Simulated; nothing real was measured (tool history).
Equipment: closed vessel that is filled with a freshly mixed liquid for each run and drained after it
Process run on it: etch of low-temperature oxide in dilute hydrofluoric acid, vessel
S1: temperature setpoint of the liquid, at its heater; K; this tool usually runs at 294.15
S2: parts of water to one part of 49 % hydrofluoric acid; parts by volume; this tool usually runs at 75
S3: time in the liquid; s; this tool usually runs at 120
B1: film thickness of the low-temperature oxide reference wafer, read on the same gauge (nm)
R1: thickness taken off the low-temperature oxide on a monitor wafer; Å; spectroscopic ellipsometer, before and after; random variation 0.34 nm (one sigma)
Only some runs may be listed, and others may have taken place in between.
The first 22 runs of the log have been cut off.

run   hour      S1   S2   S3      B1     R1
 23  670.0  291.15   50   85  109.98  410.5
 24  682.9  297.15   55  175  109.99  979.6
 25  713.5  294.15   75  120  110.00  427.0
     733.3  -- hydrofluoric acid flow meter replaced
 26  736.4  294.15   75  120  110.03  422.6
 27  768.3  294.15   75  145  110.01  515.2
 28  785.3  290.65   65   85  110.03  304.1
 29  806.2  294.15   75  120  110.02  427.3
 30  834.2  290.65   90   95  110.01  237.2
 31  852.8  298.65  110  160  109.94  443.8
 32  883.9  294.15   75   60  109.97  212.5
 33  911.8  294.15   95  140  110.00  380.5

Below are 3 alternative next runs, each starting from the tool's condition after run 33. Predict each:
  A  912.5  294.15   75  120   ?   ?
  B  912.5  297.15  110   55   ?   ?
  C  912.5  294.15   55  180   ?   ?

run      B1     R1
  A  109.99  423.7
  B  109.99  143.3
  C  109.99  887.8
The same runs, with their run-to-run variation unchanged, on a tool lacking any hidden condition would have given:
run     R1
  A  423.7
  B  143.3
  C  887.8

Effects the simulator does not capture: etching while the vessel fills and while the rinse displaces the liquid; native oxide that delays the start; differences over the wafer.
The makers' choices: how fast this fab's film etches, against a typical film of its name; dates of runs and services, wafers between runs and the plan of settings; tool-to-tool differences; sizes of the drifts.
